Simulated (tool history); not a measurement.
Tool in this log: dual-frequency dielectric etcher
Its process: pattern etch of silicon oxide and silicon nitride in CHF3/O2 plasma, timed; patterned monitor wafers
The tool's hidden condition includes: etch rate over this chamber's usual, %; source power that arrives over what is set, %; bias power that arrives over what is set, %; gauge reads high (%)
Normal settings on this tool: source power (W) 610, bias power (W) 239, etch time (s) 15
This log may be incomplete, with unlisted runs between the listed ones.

| run | hour | source power (W) | bias power (W) | etch time (s) | wafers since the last listed run | hours since the last wet clean | hours since the last source power generator calibration | hours since the last bias power generator calibration | hours since the last upper electrode change | hours since the gauge calibration | read-back reference wafer on the same gauge, depth_nm | mean etch depth across the wafer (nm) |
|---|---|---|---|---|---|---|---|---|---|---|---|---|
| 1 | 0 | 610 | 239 | 15 | 0 | 416.9 | 3554.2 | 3583.8 | 3614.1 | 169.1 | 26.04 | 24.96 |
| 2 | 12.8 | 610 | 209 | 15 | 155 | 429.7 | 3567 | 3596.6 | 3626.9 | 181.9 | 25.99 | 22.98 |
| 3 | 26.3 | 650 | 239 | 15 | 164 | 443.2 | 3580.5 | 3610.1 | 3640.4 | 195.4 | 26 | 25.79 |
| 4 | 41 | 520 | 239 | 15 | 178 | 457.9 | 3595.2 | 3624.8 | 3655.1 | 210.1 | 25.98 | 23.01 |
| 5 | 58.7 | 520 | 239 | 15 | 215 | 475.6 | 3612.9 | 3642.5 | 3672.8 | 227.8 | 26.01 | 23.01 |
| 6 | 93.9 | 520 | 239 | 15 | 428 | 510.8 | 3648.1 | 3677.7 | 3708 | 263 | 25.99 | 22.92 |
| 7 | 124.1 | 610 | 272 | 15 | 367 | 541 | 3678.3 | 3707.9 | 3738.2 | 293.2 | 26 | 26.85 |
|  | 148.3 | wet clean of the chamber |
| 8 | 148.8 | 610 | 272 | 15 | 8 | 0.5 | 3703 | 3732.6 | 3762.9 | 317.9 | 26 | 25.97 |
| 9 | 171.3 | 610 | 239 | 15 | 273 | 23 | 3725.5 | 3755.1 | 3785.4 | 340.4 | 25.98 | 24.43 |
|  | 195.9 | gauge calibrated |
|  | 213 | upper electrode replaced |
| 10 | 213.5 | 610 | 239 | 14 | 221 | 65.2 | 3767.7 | 3797.3 | 0.5 | 17.6 | 26.01 | 22.76 |
| 11 | 217.9 | 610 | 239 | 14 | 53 | 69.6 | 3772.1 | 3801.7 | 4.9 | 22 | 26 | 22.79 |
| 12 | 233 | 610 | 239 | 15 | 183 | 84.7 | 3787.2 | 3816.8 | 20 | 37.1 | 26.02 | 24.51 |
|  | 237.9 | bias power generator calibrated |
| 13 | 249.9 | 610 | 258 | 11.5 | 157 | 101.6 | 3804.1 | 12 | 36.9 | 54 | 26.01 | 19.46 |
| 14 | 277.4 | 680 | 220 | 12 | 334 | 129.1 | 3831.6 | 39.5 | 64.4 | 81.5 | 26.03 | 19.7 |
| 15 | 295.8 | 610 | 239 | 15 | 223 | 147.5 | 3850 | 57.9 | 82.8 | 99.9 | 26.01 | 24.37 |
| 16 | 317.6 | 710 | 218 | 15 | 265 | 169.3 | 3871.8 | 79.7 | 104.6 | 121.7 | 25.98 | 25.16 |
|  | 333.3 | source power generator calibrated |
| 17 | 333.8 | 520 | 239 | 19 | 148 | 185.5 | 0.5 | 95.9 | 120.8 | 137.9 | 25.98 | 28.72 |
| 18 | 348.3 | 750 | 208 | 15 | 176 | 200 | 15 | 110.4 | 135.3 | 152.4 | 26 | 25.32 |
| 19 | 373.2 | 610 | 276 | 15 | 303 | 224.9 | 39.9 | 135.3 | 160.2 | 177.3 | 25.97 | 26.51 |
| 20 | 391.3 | 510 | 239 | 15 | 220 | 243 | 58 | 153.4 | 178.3 | 195.4 | 25.99 | 22.5 |
| 21 | 409.6 | 610 | 239 | 15 | 222 | 261.3 | 76.3 | 171.7 | 196.6 | 213.7 | 26.01 | 24.73 |
| 22 | 431.3 | 610 | 239 | 16.5 | 264 | 283 | 98 | 193.4 | 218.3 | 235.4 | 26.02 | 27.1 |
| 23 | 443.9 | 610 | 239 | 15 | 153 | 295.6 | 110.6 | 206 | 230.9 | 248 | 26.03 | 24.76 |
| 24 | 456.3 | 610 | 239 | 15 | 150 | 308 | 123 | 218.4 | 243.3 | 260.4 | 25.99 | 24.65 |
| 25 | 472.3 | 710 | 258 | 11 | 194 | 324 | 139 | 234.4 | 259.3 | 276.4 | 25.98 | 20.36 |

Hidden state, per run?
source power that arrives over what is set, %: 0 across all the runs
bias power that arrives over what is set, %: 0 across all the runs
gauge reads high (%): 0 across all the runs
H1: etch rate over this chamber's usual, %
| run | H1 |
|---|---|
| 1 | 2.48 |
| 2 | 2.55 |
| 3 | 2.62 |
| 4 | 2.7 |
| 5 | 2.8 |
| 6 | 2.99 |
| 7 | 3.15 |
| 8 | 0.107 |
| 9 | 0.229 |
| 10 | 0.457 |
| 11 | 0.481 |
| 12 | 0.563 |
| 13 | 0.654 |
| 14 | 0.803 |
| 15 | 0.903 |
| 16 | 1.02 |
| 17 | 1.11 |
| 18 | 1.19 |
| 19 | 1.32 |
| 20 | 1.42 |
| 21 | 1.52 |
| 22 | 1.64 |
| 23 | 1.7 |
| 24 | 1.77 |
| 25 | 1.86 |
